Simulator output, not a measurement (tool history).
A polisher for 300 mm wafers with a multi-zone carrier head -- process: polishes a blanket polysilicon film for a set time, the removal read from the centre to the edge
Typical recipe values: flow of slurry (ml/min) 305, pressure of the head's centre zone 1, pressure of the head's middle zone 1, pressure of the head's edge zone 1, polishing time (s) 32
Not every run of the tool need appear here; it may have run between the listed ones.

run   hour  flow of slurry (ml/min)  pressure of the head's centre zone  pressure of the head's middle zone  pressure of the head's edge zone  polishing time (s)  incoming thickness of the incoming film, nm  film removed at the wafer's centre (angstrom)  film removed at mid-radius (angstrom)  film removed at the wafer's edge (angstrom)
  1      0                      305                                   1                                   1                                 1                  32                                       1985.6                                           1318                                   1350                                         1352
  2   24.4                      305                                   1                                   1                                 1                  32                                       2023.7                                           1325                                   1385                                         1334
  3   59.4                      305                                   1                                   1                                 1                  32                                       2042.1                                           1318                                   1384                                         1356
     124.8  -- worn pad replaced by a new one
  4  125.3                      305                                   1                                   1                                 1                  32                                       1976.4                                           1320                                   1366                                         1363
  5  154.4                      305                                   1                                   1                                 1                  32                                       2006.5                                           1308                                   1384                                         1340
  6  210.4                      305                                   1                                   1                                 1                  32                                       2005.2                                           1309                                   1391                                         1357
  7  276.8                      305                                   1                                1.06                                 1                  32                                       1974.1                                           1309                                   1432                                         1338
  8    307                      305                                   1                                1.06                                 1                  32                                       2008.3                                           1289                                   1437                                         1353
     330.7  -- worn pad replaced by a new one
  9  371.2                      305                                   1                                   1                                 1                  32                                       2049.7                                           1299                                   1378                                         1353
 10  405.4                      305                                   1                                   1                                 1                  32                                       2007.9                                           1288                                   1362                                         1350
 11  471.8                      305                                   1                                   1                                 1                  32                                       1989.4                                           1291                                   1381                                         1327
     494.1  -- carrier head's membrane replaced by a new one
     534.3  -- worn pad replaced by a new one
 12  534.8                      305                                1.07                                1.06                                 1                  32                                       2020.1                                           1382                                   1458                                         1329

Estimate the outcome of run 13 from the log above:
 13  557.1                      305                                0.92                                   1                                 1                  32                                       1999.4                                              ?                                      ?                                            ?

film removed at the wafer's centre (angstrom): 1198
film removed at mid-radius (angstrom): 1382
film removed at the wafer's edge (angstrom): 1365
With the hidden condition absent and the run-to-run variation left alone, this run would have shown film removed at the wafer's centre (angstrom) 1268, film removed at mid-radius (angstrom) 1381, film removed at the wafer's edge (angstrom) 1365.

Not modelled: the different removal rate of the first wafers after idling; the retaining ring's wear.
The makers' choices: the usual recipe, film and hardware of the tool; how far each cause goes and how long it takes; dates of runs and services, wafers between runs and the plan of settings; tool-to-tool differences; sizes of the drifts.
